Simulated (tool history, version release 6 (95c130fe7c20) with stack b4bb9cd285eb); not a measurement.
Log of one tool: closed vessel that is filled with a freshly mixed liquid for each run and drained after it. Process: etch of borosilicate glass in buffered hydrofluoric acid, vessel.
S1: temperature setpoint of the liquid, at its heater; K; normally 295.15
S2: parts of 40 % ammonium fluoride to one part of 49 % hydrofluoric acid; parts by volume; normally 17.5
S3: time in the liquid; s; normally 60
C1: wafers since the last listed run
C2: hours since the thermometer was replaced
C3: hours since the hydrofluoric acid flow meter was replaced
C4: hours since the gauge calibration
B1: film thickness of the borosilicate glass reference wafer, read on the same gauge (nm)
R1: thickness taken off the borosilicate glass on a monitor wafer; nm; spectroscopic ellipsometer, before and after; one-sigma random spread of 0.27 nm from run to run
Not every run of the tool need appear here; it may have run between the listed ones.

run 1 hour=0.0 | S1=295.15 S2=22.5 S3=60 | C1=0 C2=1331.9 C3=816.7 C4=1035.0 | B1=40.01 | R1=26.32
run 2 hour=72.6 | S1=295.15 S2=17.5 S3=60 | C1=10147 C2=1404.5 C3=889.3 C4=1107.6 | B1=39.99 | R1=32.98
run 3 hour=179.0 | S1=295.15 S2=17.5 S3=60 | C1=14871 C2=1510.9 C3=995.7 C4=1214.0 | B1=40.02 | R1=32.81
-- hour=188.3 hydrofluoric acid flow meter replaced
run 4 hour=272.8 | S1=295.15 S2=17.5 S3=60 | C1=12970 C2=1604.7 C3=84.5 C4=1307.8 | B1=40.03 | R1=32.31
run 5 hour=368.1 | S1=295.15 S2=17.5 S3=60 | C1=13319 C2=1700.0 C3=179.8 C4=1403.1 | B1=40.03 | R1=32.03
run 6 hour=432.2 | S1=297.15 S2=17.5 S3=60 | C1=8959 C2=1764.1 C3=243.9 C4=1467.2 | B1=39.94 | R1=36.43
run 7 hour=514.7 | S1=297.15 S2=17.5 S3=60 | C1=11530 C2=1846.6 C3=326.4 C4=1549.7 | B1=40.00 | R1=35.94
run 8 hour=563.9 | S1=295.15 S2=17.5 S3=60 | C1=6876 C2=1895.8 C3=375.6 C4=1598.9 | B1=39.99 | R1=32.46
run 9 hour=667.9 | S1=295.15 S2=17.5 S3=60 | C1=14535 C2=1999.8 C3=479.6 C4=1702.9 | B1=39.95 | R1=32.09
-- hour=670.2 gauge calibrated
run 10 hour=736.6 | S1=295.15 S2=17.5 S3=75 | C1=9602 C2=2068.5 C3=548.3 C4=66.4 | B1=39.96 | R1=39.70
run 11 hour=818.5 | S1=296.65 S2=17.5 S3=80 | C1=11446 C2=2150.4 C3=630.2 C4=148.3 | B1=40.00 | R1=45.92
run 12 hour=912.1 | S1=290.65 S2=11.0 S3=30 | C1=13082 C2=2244.0 C3=723.8 C4=241.9 | B1=40.01 | R1=19.43
run 13 hour=1012.3 | S1=298.15 S2=21.0 S3=30 | C1=14004 C2=2344.2 C3=824.0 C4=342.1 | B1=40.03 | R1=15.47
-- hour=1034.4 thermometer replaced
run 14 hour=1083.0 | S1=297.15 S2=24.0 S3=35 | C1=9741 C2=48.6 C3=894.7 C4=412.8 | B1=39.99 | R1=17.57
run 15 hour=1141.1 | S1=292.15 S2=21.0 S3=80 | C1=8120 C2=106.7 C3=952.8 C4=470.9 | B1=40.02 | R1=33.56
-- hour=1156.7 hydrofluoric acid flow meter replaced
run 16 hour=1365.2 | S1=295.15 S2=17.5 S3=60 | C1=31182 C2=330.8 C3=208.5 C4=695.0 | B1=39.97 | R1=33.94
run 17 hour=1435.2 | S1=295.15 S2=17.5 S3=70 | C1=9783 C2=400.8 C3=278.5 C4=765.0 | B1=40.03 | R1=40.36
run 18 hour=1499.2 | S1=295.15 S2=21.0 S3=60 | C1=8945 C2=464.8 C3=342.5 C4=829.0 | B1=39.98 | R1=28.99

A few steps of R1 between consecutive runs. Split each: what settings, incoming material and random variation would produce without the hidden state, and what is left over for the hidden state, along with gauge scatter present in only one of the two compared results (measured, and without hidden state):
What the log doesn't record here: liquid colder than its thermometer reads (K); hydrofluoric acid flow below the setpoint (%); gauge reads high (%).
Run 11 -> 12: S1 296.65 -> 290.65, S2 17.5 -> 11.0, S3 80 -> 30. R1 -26.49 nm: hidden state +2.88, all else -29.37.
